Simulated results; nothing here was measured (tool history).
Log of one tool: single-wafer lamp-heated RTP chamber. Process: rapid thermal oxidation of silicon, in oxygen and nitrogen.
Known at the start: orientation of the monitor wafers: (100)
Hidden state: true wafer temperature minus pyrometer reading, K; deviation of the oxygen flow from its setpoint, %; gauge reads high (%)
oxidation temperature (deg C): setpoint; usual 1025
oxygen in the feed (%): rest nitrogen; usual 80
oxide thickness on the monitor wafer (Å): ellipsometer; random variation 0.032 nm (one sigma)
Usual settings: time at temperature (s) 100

run,hour,oxidation temperature (deg C),time at temperature (s),oxygen in the feed (%),wafers since the last listed run,wafers since the last pyrometer calibration,hours since the oxygen flow controller was replaced,hours since the gauge calibration,"read-back reference wafer on the same gauge, thickness",oxide thickness on the monitor wafer (Å)
1,0.0,1025,100,80,0,1607,5618.0,314.4,8.880,92.63
2,24.4,1025,100,80,176,1783,5642.4,338.8,8.882,93.00
3,60.4,1025,100,80,259,2043,5678.4,374.8,8.881,93.43
4,80.9,1025,60,60,147,2191,5698.9,395.3,8.880,66.81
5,106.5,1025,100,80,184,2375,5724.5,420.9,8.873,93.11
6,132.1,1025,100,88,184,2560,5750.1,446.5,8.880,96.38
7,161.6,1025,100,88,212,2773,5779.6,476.0,8.884,96.34
# hour 175.2: pyrometer window cleaned and pyrometer calibrated
8,197.3,1025,100,80,199,159,5815.3,511.7,8.878,89.95
9,213.8,1025,100,80,119,278,5831.8,528.2,8.878,90.02
10,239.7,1025,66,98,186,465,5857.7,554.1,8.877,80.59
11,260.6,1025,66,98,150,616,5878.6,575.0,8.880,81.09
# hour 297.2: oxygen flow controller replaced
12,297.7,1025,100,80,210,826,0.5,612.1,8.878,91.16
13,308.0,1025,100,80,74,900,10.8,622.4,8.882,91.20
14,340.6,1025,100,80,235,1136,43.4,655.0,8.878,91.29
# hour 345.5: gauge calibrated
15,360.6,1025,124,80,144,1280,63.4,15.1,8.878,101.59
16,388.9,1025,86,98,204,1484,91.7,43.4,8.881,92.92
17,403.4,1005,143,56,104,1589,106.2,57.9,8.881,83.32
18,484.5,1034,129,80,585,2174,187.3,139.0,8.881,112.12
# hour 508.3: pyrometer window cleaned and pyrometer calibrated
19,515.3,1011,129,63,164,50,218.1,169.8,8.881,83.39
20,528.4,1025,53,80,94,145,231.2,182.9,8.884,67.52
21,545.5,1043,50,98,123,268,248.3,200.0,8.880,80.41
22,577.1,1025,100,80,228,496,279.9,231.6,8.880,91.10
23,600.5,1006,58,80,168,665,303.3,255.0,8.880,63.02
24,623.2,1025,142,51,163,829,326.0,277.7,8.880,91.41
25,653.5,997,134,98,218,1048,356.3,308.0,8.888,93.29
26,687.3,1025,100,80,244,1292,390.1,341.8,8.880,92.69
27,702.7,997,134,98,111,1403,405.5,357.2,8.884,93.47
28,734.5,1025,100,80,229,1633,437.3,389.0,8.873,92.95

The same runs without the tool's hidden state, with the same run-to-run variation:
run,oxide thickness on the monitor wafer (Å)
1,88.21
2,88.42
3,88.66
4,63.42
5,88.21
6,91.23
7,91.13
8,88.95
9,88.55
10,78.73
11,78.85
12,88.04
13,87.93
14,87.66
15,97.33
16,88.82
17,79.48
18,106.68
19,82.25
20,66.31
21,78.58
22,88.20
23,60.69
24,87.70
25,88.90
26,88.18
27,88.57
28,88.08

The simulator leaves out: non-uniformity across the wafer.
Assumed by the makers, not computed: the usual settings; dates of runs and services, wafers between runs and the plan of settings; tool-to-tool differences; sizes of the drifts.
